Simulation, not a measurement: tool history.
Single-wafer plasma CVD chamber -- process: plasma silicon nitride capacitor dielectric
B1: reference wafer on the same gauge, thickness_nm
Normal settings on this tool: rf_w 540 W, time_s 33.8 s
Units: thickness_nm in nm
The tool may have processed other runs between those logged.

{"run": 1, "day": 0.0, "rf_w": 540, "time_s": 33.8, "B1": 47.484, "thickness_nm": 43.253}
{"run": 2, "day": 3.921, "rf_w": 540, "time_s": 33.8, "B1": 47.531, "thickness_nm": 43.042}
{"run": 3, "day": 8.271, "rf_w": 540, "time_s": 33.8, "B1": 47.466, "thickness_nm": 43.255}
{"run": 4, "day": 10.054, "rf_w": 540, "time_s": 33.8, "B1": 47.55, "thickness_nm": 43.195}
{"run": 5, "day": 13.479, "rf_w": 540, "time_s": 33.8, "B1": 47.533, "thickness_nm": 43.273}
{"run": 6, "day": 16.125, "rf_w": 540, "time_s": 33.8, "B1": 47.522, "thickness_nm": 43.065}
{"run": 7, "day": 19.508, "rf_w": 540, "time_s": 33.8, "B1": 47.453, "thickness_nm": 43.337}
{"run": 8, "day": 23.479, "rf_w": 540, "time_s": 33.8, "B1": 47.483, "thickness_nm": 43.033}
{"run": 9, "day": 33.917, "rf_w": 540, "time_s": 30, "B1": 47.492, "thickness_nm": 37.611}
{"run": 10, "day": 37.417, "rf_w": 540, "time_s": 30, "B1": 47.627, "thickness_nm": 37.983}
{"run": 11, "day": 41.558, "rf_w": 540, "time_s": 30, "B1": 47.429, "thickness_nm": 37.745}
{"run": 12, "day": 44.042, "rf_w": 540, "time_s": 33.8, "B1": 47.461, "thickness_nm": 42.858}
{"day": 45.842, "done": "RF generator calibrated"}
{"run": 13, "day": 48.371, "rf_w": 540, "time_s": 33.8, "B1": 47.627, "thickness_nm": 43.571}
{"run": 14, "day": 51.529, "rf_w": 540, "time_s": 33.8, "B1": 47.453, "thickness_nm": 44.033}
{"run": 15, "day": 54.825, "rf_w": 455, "time_s": 33.8, "B1": 47.564, "thickness_nm": 41.556}
{"run": 16, "day": 57.721, "rf_w": 455, "time_s": 33.8, "B1": 47.557, "thickness_nm": 41.407}
{"run": 17, "day": 61.996, "rf_w": 540, "time_s": 33.8, "B1": 47.52, "thickness_nm": 43.477}
{"run": 18, "day": 65.779, "rf_w": 540, "time_s": 33.8, "B1": 47.565, "thickness_nm": 43.432}
{"run": 19, "day": 68.275, "rf_w": 540, "time_s": 33.8, "B1": 47.576, "thickness_nm": 43.65}
{"day": 72.796, "done": "gauge calibrated"}
{"run": 20, "day": 76.683, "rf_w": 540, "time_s": 38.3, "B1": 47.45, "thickness_nm": 49.357}
{"run": 21, "day": 79.408, "rf_w": 540, "time_s": 38.3, "B1": 47.547, "thickness_nm": 49.328}
{"run": 22, "day": 83.738, "rf_w": 540, "time_s": 38.3, "B1": 47.487, "thickness_nm": 49.112}
{"day": 85.738, "done": "showerhead replaced, of another model than before"}
{"run": 23, "day": 86.121, "rf_w": 575, "time_s": 33.8, "B1": 47.379, "thickness_nm": 44.067}
{"run": 24, "day": 90.371, "rf_w": 540, "time_s": 33.8, "B1": 47.48, "thickness_nm": 43.215}
{"run": 25, "day": 92.033, "rf_w": 470, "time_s": 37.4, "B1": 47.492, "thickness_nm": 46.352}
{"run": 26, "day": 94.55, "rf_w": 630, "time_s": 36.5, "B1": 47.509, "thickness_nm": 48.605}
{"run": 27, "day": 96.533, "rf_w": 445, "time_s": 31.6, "B1": 47.515, "thickness_nm": 38.562}
{"run": 28, "day": 99.917, "rf_w": 605, "time_s": 28.8, "B1": 47.551, "thickness_nm": 37.775}
{"run": 29, "day": 102.225, "rf_w": 540, "time_s": 37.1, "B1": 47.604, "thickness_nm": 47.241}
{"run": 30, "day": 105.212, "rf_w": 640, "time_s": 35.6, "B1": 47.442, "thickness_nm": 47.337}
{"run": 31, "day": 107.325, "rf_w": 625, "time_s": 39.3, "B1": 47.49, "thickness_nm": 52.122}
{"run": 32, "day": 111.375, "rf_w": 475, "time_s": 38.4, "B1": 47.464, "thickness_nm": 47.132}
{"day": 111.862, "done": "RF generator calibrated"}
{"run": 33, "day": 113.921, "rf_w": 510, "time_s": 28.6, "B1": 47.535, "thickness_nm": 36.459}
{"run": 34, "day": 118.408, "rf_w": 540, "time_s": 33.8, "B1": 47.52, "thickness_nm": 43.808}
{"run": 35, "day": 121.379, "rf_w": 610, "time_s": 39.9, "B1": 47.541, "thickness_nm": 52.88}
{"run": 36, "day": 125.458, "rf_w": 600, "time_s": 35.6, "B1": 47.478, "thickness_nm": 46.96}
{"run": 37, "day": 128.054, "rf_w": 470, "time_s": 37.4, "B1": 47.435, "thickness_nm": 46.776}
{"run": 38, "day": 129.792, "rf_w": 540, "time_s": 33.8, "B1": 47.54, "thickness_nm": 43.898}
{"run": 39, "day": 135.988, "rf_w": 435, "time_s": 27.3, "B1": 47.516, "thickness_nm": 33.367}
{"run": 40, "day": 138.446, "rf_w": 475, "time_s": 30.5, "B1": 47.513, "thickness_nm": 37.985}
{"run": 41, "day": 142.242, "rf_w": 480, "time_s": 38.9, "B1": 47.541, "thickness_nm": 48.917}
{"run": 42, "day": 143.929, "rf_w": 540, "time_s": 33.8, "B1": 47.435, "thickness_nm": 43.064}
{"run": 43, "day": 152.192, "rf_w": 540, "time_s": 33.8, "B1": 47.493, "thickness_nm": 43.031}
{"run": 44, "day": 154.483, "rf_w": 500, "time_s": 28, "B1": 47.531, "thickness_nm": 35.223}
{"run": 45, "day": 156.308, "rf_w": 465, "time_s": 40.5, "B1": 47.467, "thickness_nm": 50.012}

Forecast each of these 3 alternatives for the next run:
{"run": "A", "day": 156.325, "rf_w": 540, "time_s": 36.7, "B1": "?", "thickness_nm": "?"}
{"run": "B", "day": 156.325, "rf_w": 600, "time_s": 39.3, "B1": "?", "thickness_nm": "?"}
{"run": "C", "day": 156.325, "rf_w": 540, "time_s": 39.7, "B1": "?", "thickness_nm": "?"}

run=A B1=47.477 thickness_nm=47.217
run=B B1=47.477 thickness_nm=51.825
run=C B1=47.477 thickness_nm=51.077
With no hidden state in the tool, these same runs would have given:
run=A thickness_nm=47.812
run=B thickness_nm=52.477
run=C thickness_nm=51.72

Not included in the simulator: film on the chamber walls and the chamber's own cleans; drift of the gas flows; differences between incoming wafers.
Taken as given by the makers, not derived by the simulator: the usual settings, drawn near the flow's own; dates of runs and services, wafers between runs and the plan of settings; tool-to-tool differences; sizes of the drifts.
